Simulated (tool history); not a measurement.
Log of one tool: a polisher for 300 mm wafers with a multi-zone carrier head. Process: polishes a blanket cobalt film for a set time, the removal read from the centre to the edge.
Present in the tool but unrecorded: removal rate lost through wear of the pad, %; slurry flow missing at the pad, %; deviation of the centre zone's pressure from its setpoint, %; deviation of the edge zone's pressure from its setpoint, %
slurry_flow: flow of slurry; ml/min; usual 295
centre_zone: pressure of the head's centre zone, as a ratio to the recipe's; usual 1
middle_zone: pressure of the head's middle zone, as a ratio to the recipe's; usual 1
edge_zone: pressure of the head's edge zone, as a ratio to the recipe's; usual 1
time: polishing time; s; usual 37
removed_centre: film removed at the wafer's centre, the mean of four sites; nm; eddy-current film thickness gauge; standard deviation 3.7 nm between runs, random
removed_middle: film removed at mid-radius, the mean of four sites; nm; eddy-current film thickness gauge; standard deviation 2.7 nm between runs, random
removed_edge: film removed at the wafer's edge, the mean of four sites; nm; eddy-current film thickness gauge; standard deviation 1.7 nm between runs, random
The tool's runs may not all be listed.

run	hour	slurry_flow	centre_zone	middle_zone	edge_zone	time	wafers since the last listed run	wafers polished on this pad	hours since the slurry nozzle was cleaned	hours since the centre zone pressure was calibrated	hours since the edge zone pressure was calibrated	hours since the carrier head's membrane was replaced	incoming thickness of the incoming film, nm	removed_centre	removed_middle	removed_edge
1	0	315	1	0.92	1	37	0	292	528.5	1110.3	543.3	1353.7	610.9	234.6	226.7	237
# hour 15.3: worn pad replaced by a new one
2	15.8	315	1	0.92	1	37	182	8	544.3	1126.1	559.1	1369.5	614.3	250.6	239.5	249.2
3	18.4	315	1	0.92	1	37	40	48	546.9	1128.7	561.7	1372.1	622.3	245.8	231.5	245
4	28.3	295	1	0.93	1	37	153	201	556.8	1138.6	571.6	1382	609	236.5	227.7	237.2
5	42	295	1	1	1	37	211	413	570.5	1152.3	585.3	1395.7	628.6	229.7	242.9	232.6
# hour 52.5: worn pad replaced by a new one
6	53	295	1.09	0.94	1	37	108	7	581.5	1163.3	596.3	1406.7	612.8	269.3	243.1	246.7
7	69.8	295	1.09	0.94	1	37	259	267	598.3	1180.1	613.1	1423.5	620.1	254	226.3	238.7
# hour 75.2: centre zone pressure recalibrated
# hour 87: worn pad replaced by a new one
8	87.5	295	1.11	1.04	1	37	181	7	616	12.3	630.8	1441.2	611.1	268.9	263.8	248.3

Estimate the outcome of run 9 from the log above:
# hour 96.9: edge zone pressure recalibrated
# hour 102.3: carrier head's membrane replaced by a new one
9	102.8	200	0.92	1	1.08	26	128	135	631.3	27.6	5.9	0.5	611	?	?	?

removed_centre: 143.1 nm
removed_middle: 160.6 nm
removed_edge: 165.2 nm
If the tool had no hidden condition, the same run with the same run-to-run variation would have returned removed_centre 151 nm, removed_middle 169.5 nm, removed_edge 174.3 nm.
